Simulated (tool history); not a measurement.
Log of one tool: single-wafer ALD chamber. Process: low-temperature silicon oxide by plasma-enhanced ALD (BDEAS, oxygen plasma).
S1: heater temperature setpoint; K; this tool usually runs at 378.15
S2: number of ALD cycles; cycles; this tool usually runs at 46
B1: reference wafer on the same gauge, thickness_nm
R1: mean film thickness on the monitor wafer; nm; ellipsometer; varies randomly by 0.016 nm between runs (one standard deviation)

run,hour,S1,S2,B1,R1
1,0,378.15,46,6.838,6.468
2,68.3,374.15,40,6.849,5.705
3,97.1,374.15,40,6.84,5.669
4,168.7,374.15,40,6.831,5.713
5,216.8,378.15,43,6.84,6.056
6,282.2,378.15,43,6.838,6.053
7,309.9,378.15,43,6.843,6.006
8,353.6,378.15,46,6.838,6.448
9,391.3,378.15,46,6.837,6.47
10,419.1,367.15,46,6.846,6.729
11,470.2,367.15,46,6.843,6.68
12,517.6,367.15,46,6.833,6.731
13,575.7,378.15,46,6.833,6.497
14,622.1,384.15,46,6.836,6.42
15,813,384.15,46,6.843,6.388
16,862.7,384.15,46,6.845,6.391
17,934.2,369.15,53,6.843,7.669
18,981.6,378.15,46,6.83,6.49
19,1032.7,378.15,46,6.831,6.495
20,1104.6,378.15,46,6.84,6.49
21,1151.2,378.15,46,6.847,6.513
22,1219.9,378.15,48,6.837,6.696
23,1291.6,378.15,46,6.839,6.444
24,1316.5,365.15,52,6.84,7.557
25,1342.1,373.15,53,6.843,7.493
26,1391.6,390.15,40,6.839,5.477
27,1459.2,374.15,40,6.843,5.654
28,1491.2,389.15,51,6.844,7.015
29,1538.2,372.15,43,6.829,6.132
30,1752.9,384.15,51,6.834,7.043
31,1820.2,378.15,46,6.835,6.423
32,1852.9,378.15,46,6.845,6.469
33,1921.9,384.15,46,6.84,6.394
34,1956.8,391.15,50,6.841,6.859
35,1984.1,367.15,42,6.838,6.123
36,2030.2,386.15,50,6.834,6.94
37,2082.8,363.15,52,6.837,7.706
38,2147.7,382.15,42,6.838,5.863
39,2194.1,366.15,51,6.839,7.453
40,2253.1,365.15,43,6.836,6.33
41,2282,367.15,40,6.834,5.827
42,2412.6,370.15,49,6.842,7.098
43,2449.2,374.15,46,6.84,6.571
44,2484.1,364.15,46,6.84,6.806
45,2541.6,373.15,43,6.835,6.168
46,2598.1,387.15,46,6.836,6.387

Not shown here: 2 entries made in the log between runs. Locate each between two listed runs and compare the hidden state at the listed run before it with the hidden state at the listed run after it:
Runs 15 to 16: gauge calibrated (hour 821)
  wafer temperature above the value expected at the setpoint (K): -5.96 -> -6
  measured minus no-state result, R1: +0.065 -> +0.065 nm
Runs 21 to 22: thermocouple changed; heater temperature recalibrated (hour 1159.5)
  wafer temperature above the value expected at the setpoint (K): -6.16 -> -1.74
  measured minus no-state result, R1: +0.077 -> +0.02 nm

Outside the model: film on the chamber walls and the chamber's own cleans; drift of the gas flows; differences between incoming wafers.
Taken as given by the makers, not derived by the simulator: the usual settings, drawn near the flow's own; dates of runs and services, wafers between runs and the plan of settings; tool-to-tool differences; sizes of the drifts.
